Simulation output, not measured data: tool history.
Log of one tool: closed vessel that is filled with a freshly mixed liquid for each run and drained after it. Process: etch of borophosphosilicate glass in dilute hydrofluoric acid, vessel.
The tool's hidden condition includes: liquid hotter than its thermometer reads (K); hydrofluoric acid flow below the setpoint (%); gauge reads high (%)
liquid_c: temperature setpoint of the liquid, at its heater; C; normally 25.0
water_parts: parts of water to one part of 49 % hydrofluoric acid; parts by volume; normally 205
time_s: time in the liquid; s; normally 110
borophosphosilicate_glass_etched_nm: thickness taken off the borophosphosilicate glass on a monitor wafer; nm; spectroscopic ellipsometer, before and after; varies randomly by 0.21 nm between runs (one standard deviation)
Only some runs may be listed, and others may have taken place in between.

run,hour,liquid_c,water_parts,time_s,wafers since the last listed run,hours since the thermometer was replaced,hours since the hydrofluoric acid flow meter was replaced,hours since the gauge calibration,"read-back film thickness of the borophosphosilicate glass reference wafer, read on the same gauge (nm)",borophosphosilicate_glass_etched_nm
1,0.0,25.0,205,110,0,1123.9,1507.0,930.8,99.98,21.96
2,56.7,25.0,205,110,5518,1180.6,1563.7,987.5,100.03,22.04
# hour 83.3: gauge calibrated
3,93.8,25.0,205,110,3610,1217.7,1600.8,10.5,100.00,22.17
4,121.8,25.0,205,110,2724,1245.7,1628.8,38.5,99.99,22.05
5,180.0,25.0,205,110,5664,1303.9,1687.0,96.7,100.01,21.48
6,251.9,28.0,205,110,6997,1375.8,1758.9,168.6,99.99,24.34
7,281.6,25.0,205,140,2890,1405.5,1788.6,198.3,100.00,27.33
8,316.7,25.0,205,140,3415,1440.6,1823.7,233.4,100.03,27.70
9,379.9,25.0,205,140,6150,1503.8,1886.9,296.6,100.00,27.35
10,417.6,25.0,205,110,3668,1541.5,1924.6,334.3,99.99,21.35
# hour 593.3: hydrofluoric acid flow meter replaced
11,631.0,25.0,205,110,20670,1754.9,37.7,547.7,99.96,24.13
12,675.6,22.0,205,110,4340,1799.5,82.3,592.3,99.95,21.67
13,710.7,25.0,205,110,3415,1834.6,117.4,627.4,100.02,24.16
# hour 719.7: thermometer replaced
14,756.1,25.0,205,110,4321,36.4,162.8,672.8,99.98,24.31
15,839.8,25.0,205,110,8145,120.1,246.5,756.5,99.98,24.25
16,903.6,21.5,205,150,6209,183.9,310.3,820.3,99.99,28.90
17,928.2,25.0,140,110,2394,208.5,334.9,844.9,100.00,37.66
18,978.9,28.5,280,110,4934,259.2,385.6,895.6,99.99,18.22
19,1048.6,25.0,205,110,6783,328.9,455.3,965.3,99.97,23.63
# hour 1055.9: gauge calibrated
20,1097.1,20.5,270,140,4720,377.4,503.8,41.2,99.99,18.24
21,1163.8,25.0,205,110,6491,444.1,570.5,107.9,99.99,23.44
22,1221.5,22.5,205,110,5615,501.8,628.2,165.6,100.04,21.20
23,1261.9,22.0,130,130,3931,542.2,668.6,206.0,100.04,41.78
24,1298.9,25.0,290,150,3600,579.2,705.6,243.0,100.00,20.45
25,1347.1,21.0,250,140,4690,627.4,753.8,291.2,100.00,19.82
26,1378.8,27.0,235,90,3085,659.1,785.5,322.9,100.01,17.13
27,1405.7,25.0,205,150,2617,686.0,812.4,349.8,100.01,31.74
28,1470.1,25.0,205,110,6267,750.4,876.8,414.2,99.99,23.17
29,1647.2,21.0,105,60,17235,927.5,1053.9,591.3,100.01,23.36
30,1687.1,20.5,205,160,3883,967.4,1093.8,631.2,99.97,27.88

Pick out some run-to-run changes in borophosphosilicate_glass_etched_nm. Of each, how much would a tool without hidden state show as well, from the settings, what came in and chance, and how much is left for the hidden state and any gauge scatter not in both results compared?
Run 10 -> 11: hydrofluoric acid flow meter replaced. borophosphosilicate_glass_etched_nm +2.78 nm: hidden state +2.92, all else -0.14.
Run 17 -> 18: liquid_c 25.0 -> 28.5, water_parts 140 -> 280. borophosphosilicate_glass_etched_nm -19.44 nm: hidden state +0.53, all else -19.97.
Run 22 -> 23: liquid_c 22.5 -> 22.0, water_parts 205 -> 130, time_s 110 -> 130. borophosphosilicate_glass_etched_nm +20.58 nm: hidden state -1.14, all else +21.72.
Run 23 -> 24: liquid_c 22.0 -> 25.0, water_parts 130 -> 290, time_s 130 -> 150. borophosphosilicate_glass_etched_nm -21.33 nm: hidden state +0.99, all else -22.32.
Run 26 -> 27: liquid_c 27.0 -> 25.0, water_parts 235 -> 205, time_s 90 -> 150. borophosphosilicate_glass_etched_nm +14.61 nm: hidden state -1.01, all else +15.62.

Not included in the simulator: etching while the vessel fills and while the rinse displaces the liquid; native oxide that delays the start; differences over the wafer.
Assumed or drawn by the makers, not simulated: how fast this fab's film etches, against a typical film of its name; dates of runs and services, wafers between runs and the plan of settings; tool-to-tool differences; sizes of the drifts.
